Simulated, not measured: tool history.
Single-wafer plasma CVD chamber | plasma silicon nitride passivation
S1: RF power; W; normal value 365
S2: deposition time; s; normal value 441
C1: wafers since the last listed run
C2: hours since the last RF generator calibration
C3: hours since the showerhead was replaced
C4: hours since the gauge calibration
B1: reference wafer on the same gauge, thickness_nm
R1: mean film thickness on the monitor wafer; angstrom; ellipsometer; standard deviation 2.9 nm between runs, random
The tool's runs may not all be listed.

| run | hour | S1 | S2 | C1 | C2 | C3 | C4 | B1 | R1 |
|---|---|---|---|---|---|---|---|---|---|
| 1 | 0.0 | 365 | 441 | 0 | 1212.7 | 3157.5 | 668.8 | 635.295 | 6453.45 |
| 2 | 38.6 | 365 | 441 | 134 | 1251.3 | 3196.1 | 707.4 | 635.634 | 6475.97 |
| 3 | 68.6 | 365 | 441 | 104 | 1281.3 | 3226.1 | 737.4 | 634.786 | 6482.28 |
| 4 | 135.3 | 365 | 441 | 232 | 1348.0 | 3292.8 | 804.1 | 635.380 | 6485.46 |
| 5 | 190.9 | 365 | 441 | 193 | 1403.6 | 3348.4 | 859.7 | 635.086 | 6455.91 |
| 6 | 244.7 | 365 | 441 | 187 | 1457.4 | 3402.2 | 913.5 | 634.521 | 6471.74 |
| 7 | 293.6 | 365 | 441 | 170 | 1506.3 | 3451.1 | 962.4 | 634.874 | 6427.22 |
| 8 | 350.1 | 365 | 441 | 197 | 1562.8 | 3507.6 | 1018.9 | 635.456 | 6402.05 |
| 9 | 421.2 | 365 | 441 | 248 | 1633.9 | 3578.7 | 1090.0 | 635.290 | 6458.94 |
| 10 | 535.9 | 365 | 441 | 400 | 1748.6 | 3693.4 | 1204.7 | 634.742 | 6456.11 |
| 11 | 586.9 | 365 | 441 | 177 | 1799.6 | 3744.4 | 1255.7 | 634.438 | 6427.71 |
| 12 | 653.8 | 365 | 441 | 233 | 1866.5 | 3811.3 | 1322.6 | 634.583 | 6461.35 |
|  | 702.9 | gauge calibrated |
| 13 | 720.9 | 365 | 392 | 234 | 1933.6 | 3878.4 | 18.0 | 635.020 | 5661.69 |
| 14 | 781.0 | 365 | 392 | 209 | 1993.7 | 3938.5 | 78.1 | 635.410 | 5674.84 |
|  | 809.6 | RF generator calibrated |
| 15 | 818.9 | 365 | 392 | 104 | 9.3 | 3976.4 | 116.0 | 635.661 | 5899.74 |
|  | 876.0 | showerhead replaced |
| 16 | 921.8 | 365 | 441 | 331 | 112.2 | 45.8 | 218.9 | 635.111 | 6591.52 |
| 17 | 991.7 | 310 | 479 | 243 | 182.1 | 115.7 | 288.8 | 635.015 | 6671.38 |
| 18 | 1018.4 | 310 | 479 | 93 | 208.8 | 142.4 | 315.5 | 635.508 | 6694.19 |
| 19 | 1059.5 | 310 | 479 | 143 | 249.9 | 183.5 | 356.6 | 634.482 | 6677.63 |
| 20 | 1117.2 | 365 | 520 | 201 | 307.6 | 241.2 | 414.3 | 634.675 | 7819.84 |
| 21 | 1171.7 | 365 | 441 | 190 | 362.1 | 295.7 | 468.8 | 635.951 | 6599.32 |
| 22 | 1228.5 | 365 | 387 | 198 | 418.9 | 352.5 | 525.6 | 635.179 | 5817.62 |
| 23 | 1288.8 | 310 | 479 | 210 | 479.2 | 412.8 | 585.9 | 635.655 | 6613.24 |
| 24 | 1337.5 | 365 | 441 | 169 | 527.9 | 461.5 | 634.6 | 635.161 | 6588.27 |
| 25 | 1396.7 | 410 | 441 | 206 | 587.1 | 520.7 | 693.8 | 634.441 | 6852.68 |
| 26 | 1421.5 | 365 | 441 | 86 | 611.9 | 545.5 | 718.6 | 635.232 | 6530.51 |
| 27 | 1466.9 | 330 | 465 | 158 | 657.3 | 590.9 | 764.0 | 635.039 | 6566.25 |
| 28 | 1537.4 | 365 | 441 | 245 | 727.8 | 661.4 | 834.5 | 635.207 | 6533.88 |
| 29 | 1590.4 | 420 | 479 | 184 | 780.8 | 714.4 | 887.5 | 635.249 | 7541.17 |
| 30 | 1617.5 | 395 | 441 | 94 | 807.9 | 741.5 | 914.6 | 634.556 | 6745.43 |
| 31 | 1674.5 | 365 | 392 | 198 | 864.9 | 798.5 | 971.6 | 635.247 | 5766.50 |
| 32 | 1701.5 | 395 | 481 | 94 | 891.9 | 825.5 | 998.6 | 634.599 | 7304.36 |
| 33 | 1727.4 | 310 | 412 | 90 | 917.8 | 851.4 | 1024.5 | 634.800 | 5636.59 |
| 34 | 1780.1 | 330 | 473 | 183 | 970.5 | 904.1 | 1077.2 | 635.161 | 6642.85 |
| 35 | 1835.8 | 365 | 441 | 194 | 1026.2 | 959.8 | 1132.9 | 635.583 | 6497.55 |
| 36 | 1903.1 | 345 | 441 | 234 | 1093.5 | 1027.1 | 1200.2 | 634.842 | 6286.27 |
| 37 | 1969.8 | 365 | 518 | 232 | 1160.2 | 1093.8 | 1266.9 | 634.263 | 7568.66 |
| 38 | 2000.3 | 400 | 383 | 106 | 1190.7 | 1124.3 | 1297.4 | 634.958 | 5830.12 |

Difference, measured minus no-hidden-state, one row per run. Run-to-run variation is common to both terms; the gauge's own scatter need not be:
Hidden state present: delivered RF power above the setpoint (%); gauge reads high (%).
| run | R1 |
|---|---|
| 1 | -224.19 |
| 2 | -227.74 |
| 3 | -230.04 |
| 4 | -234.48 |
| 5 | -236.75 |
| 6 | -240.36 |
| 7 | -241.27 |
| 8 | -243.09 |
| 9 | -248.49 |
| 10 | -253.03 |
| 11 | -253.79 |
| 12 | -257.39 |
| 13 | -227.38 |
| 14 | -229.43 |
| 15 | -16.87 |
| 16 | -48.26 |
| 17 | -67.25 |
| 18 | -74.16 |
| 19 | -83.86 |
| 20 | -113.57 |
| 21 | -107.34 |
| 22 | -104.55 |
| 23 | -130.03 |
| 24 | -137.98 |
| 25 | -153.56 |
| 26 | -150.16 |
| 27 | -157.71 |
| 28 | -166.66 |
| 29 | -200.19 |
| 30 | -182.49 |
| 31 | -161.86 |
| 32 | -208.36 |
| 33 | -163.18 |
| 34 | -197.78 |
| 35 | -198.75 |
| 36 | -198.04 |
| 37 | -244.75 |
| 38 | -190.63 |
